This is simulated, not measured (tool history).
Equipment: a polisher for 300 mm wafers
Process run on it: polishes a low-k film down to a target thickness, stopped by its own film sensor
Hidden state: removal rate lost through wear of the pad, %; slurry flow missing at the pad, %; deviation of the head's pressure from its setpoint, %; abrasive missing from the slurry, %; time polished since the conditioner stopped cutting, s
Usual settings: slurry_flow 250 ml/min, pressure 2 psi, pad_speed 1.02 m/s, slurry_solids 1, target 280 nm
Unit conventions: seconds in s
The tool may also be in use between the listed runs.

run   hour  slurry_flow  pressure  pad_speed  slurry_solids  target  wafers since the last listed run  wafers polished on this pad  hours since the slurry nozzle was cleaned  hours since the head pressure was calibrated  hours since the slurry blender was calibrated  hours since the conditioning disc was replaced  incoming thickness of the incoming film, nm  seconds
  1      0          250         2       1.02              1     280                                 0                          880                                        316                                        1392.1                                           46.1                                              75                                        313.2     82.6
  2   14.4          250         2       1.02            1.2     280                               194                         1075                                      330.4                                        1406.5                                           60.5                                            89.4                                        307.5       62
  3     22          250         2       1.02            1.2     280                               102                         1177                                        338                                        1414.1                                           68.1                                              97                                        310.4       71
  4   32.1          250         2       1.02              1     280                               136                         1314                                      348.1                                        1424.2                                           78.2                                           107.1                                        309.7     75.6
      42.5  -- worn pad replaced by a new one, repeated, since the last time left the tool worse
      43.3  -- head pressure recalibrated
  5   45.1          250         2       1.02            0.8     280                               109                           23                                      361.1                                           1.8                                           91.2                                           120.1                                        312.2     74.1
      79.5  -- conditioning disc replaced and pad reconditioned
  6     80          250         2       1.02              1     280                               444                          468                                        396                                          36.7                                          126.1                                             0.5                                        309.1     60.9
  7   93.5          250         2       1.02            0.8     280                               182                          651                                      409.5                                          50.2                                          139.6                                              14                                        311.7     74.8
  8   99.9          250         2       1.12            0.9     288                                86                          738                                      415.9                                          56.6                                            146                                            20.4                                        305.8     37.3
  9  115.4          250         2       1.02              1     289                               209                          947                                      431.4                                          72.1                                          161.5                                            35.9                                        307.8     40.5
     122.1  -- slurry blender recalibrated
 10  122.7          250       1.5       1.14            1.2     280                                71                         1019                                      438.7                                          79.4                                            0.6                                            43.2                                        307.3     67.7
 11  140.1          300       1.8       1.02              1     272                               235                         1254                                      456.1                                          96.8                                             18                                            60.6                                          314     99.6
       142  -- slurry nozzle cleaned
     150.5  -- worn pad replaced by a new one
 12    179          175         2        0.7              1     280                               458                          385                                         37                                         135.7                                           56.9                                            99.5                                        307.2     74.8
 13  196.9          215         2       1.22            1.1     286                               242                          627                                       54.9                                         153.6                                           74.8                                           117.4                                        308.2     41.3
 14    205          190         2       0.86            0.8     280                               109                          736                                         63                                         161.7                                           82.9                                           125.5                                        314.8     94.5
 15  222.3          250         2       1.02              1     280                               233                          970                                       80.3                                           179                                          100.2                                           142.8                                        310.8     65.7
 16  238.1          250         2       0.66              1     280                               213                         1184                                       96.1                                         194.8                                            116                                           158.6                                        308.6       81
 17  246.1          250       2.6       1.02              1     285                               108                         1292                                      104.1                                         202.8                                            124                                           166.6                                        310.2     42.4
     257.4  -- worn pad replaced by a new one
 18  260.9          250         2       1.02              1     272                               146                           47                                      118.9                                         217.6                                          138.8                                           181.4                                          313     86.1
       264  -- conditioning disc replaced and pad reconditioned
 19  274.2          250         2       1.02           1.25     287                               152                          200                                      132.2                                         230.9                                          152.1                                            10.2                                        307.4     38.6
 20  290.5          185       1.7       1.16              1     272                               220                          420                                      148.5                                         247.2                                          168.4                                            26.5                                        309.6     89.4
 21  304.4          320         2       1.02              1     280                               188                          608                                      162.4                                         261.1                                          182.3                                            40.4                                        309.9     61.6
 22  322.3          290       2.4       1.02              1     280                               242                          850                                      180.3                                           279                                          200.2                                            58.3                                          311     54.6
 23    335          250         2       1.02              1     280                               171                         1022                                        193                                         291.7                                          212.9                                              71                                        306.2     56.9
     346.9  -- slurry blender recalibrated
     354.8  -- worn pad replaced by a new one
 24  381.1          190         2       0.86            0.8     280                               542                          355                                      239.1                                         337.8                                           34.2                                           117.1                                        315.1       94
 25  387.4          325       2.2       1.02              1     280                                85                          440                                      245.4                                         344.1                                           40.5                                           123.4                                        310.7     57.9

Below are 4 alternative next runs, each starting from the tool's condition after run 25. Predict each:
  A  387.8          250         2       1.02              1     280                                 5                          445                                      245.8                                         344.5                                           40.9                                           123.8                                        304.4        ?
  B  387.8          250       2.3       1.02           0.75     280                                 5                          445                                      245.8                                         344.5                                           40.9                                           123.8                                        304.4        ?
  C  387.8          250         2        0.9              1     280                                 5                          445                                      245.8                                         344.5                                           40.9                                           123.8                                        304.4        ?
  D  387.8          250       2.7        0.9              1     288                                 5                          445                                      245.8                                         344.5                                           40.9                                           123.8                                        304.4        ?

run  seconds
  A     51.8
  B       51
  C       56
  D     27.9
Without the tool's unlogged condition, the same runs would have read:
run  seconds
  A     50.5
  B     49.7
  C     54.6
  D     27.2
